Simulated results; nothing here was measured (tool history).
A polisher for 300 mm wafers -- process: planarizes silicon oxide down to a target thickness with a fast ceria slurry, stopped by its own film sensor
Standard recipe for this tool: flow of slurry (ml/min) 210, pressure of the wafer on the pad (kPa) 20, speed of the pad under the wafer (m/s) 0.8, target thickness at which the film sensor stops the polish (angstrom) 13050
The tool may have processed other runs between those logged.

run,day,flow of slurry (ml/min),pressure of the wafer on the pad (kPa),speed of the pad under the wafer (m/s),target thickness at which the film sensor stops the polish (angstrom),"incoming thickness of the incoming film, nm",time until the film sensor stopped the polish (s)
1,0,210,20,0.8,14510,2146.8,48.6
2,1.367,210,20,0.8,14510,2175.6,51.2
# day 2.088: worn pad replaced by a new one
3,2.108,210,20,0.8,13050,2212.6,60.7
4,5.758,210,20,0.8,13050,2164.5,58.1
# day 6.854: worn pad replaced by a new one
5,7.008,210,20,0.8,13050,2168.8,62.1
6,7.875,210,20,0.8,13050,2199.7,66.4
7,8.871,210,20,0.8,13050,2211.4,69
8,9.767,210,20,0.8,13050,2173.8,66.6
# day 10.867: worn pad replaced by a new one, repeated, since the last time left the tool worse
9,10.921,210,20,0.8,13050,2207.6,60.6
10,12.212,210,20,0.8,13050,2135.9,56.6
11,13.017,210,20,0.8,13050,2204.6,60.4
# day 14.125: slurry nozzle cleaned
# day 15.471: worn pad replaced by a new one
12,15.596,175,20,0.8,14330,2220.5,53.4
13,17,210,25.5,1.02,14140,2182.3,35.4
14,17.717,285,26.2,0.8,14430,2220.7,39.6
# day 18.129: head pressure recalibrated
15,18.421,210,20,0.8,13050,2167.6,60.9
16,19.108,210,20,0.8,13050,2161.1,60.7

Run 17 is up next; what results do you expect?
# day 20.075: worn pad replaced by a new one
17,20.096,150,26.2,0.8,13050,2172.6,?

time until the film sensor stopped the polish (s): 45
Had the tool carried no hidden state, the very same run would have given time until the film sensor stopped the polish (s) 44.8.
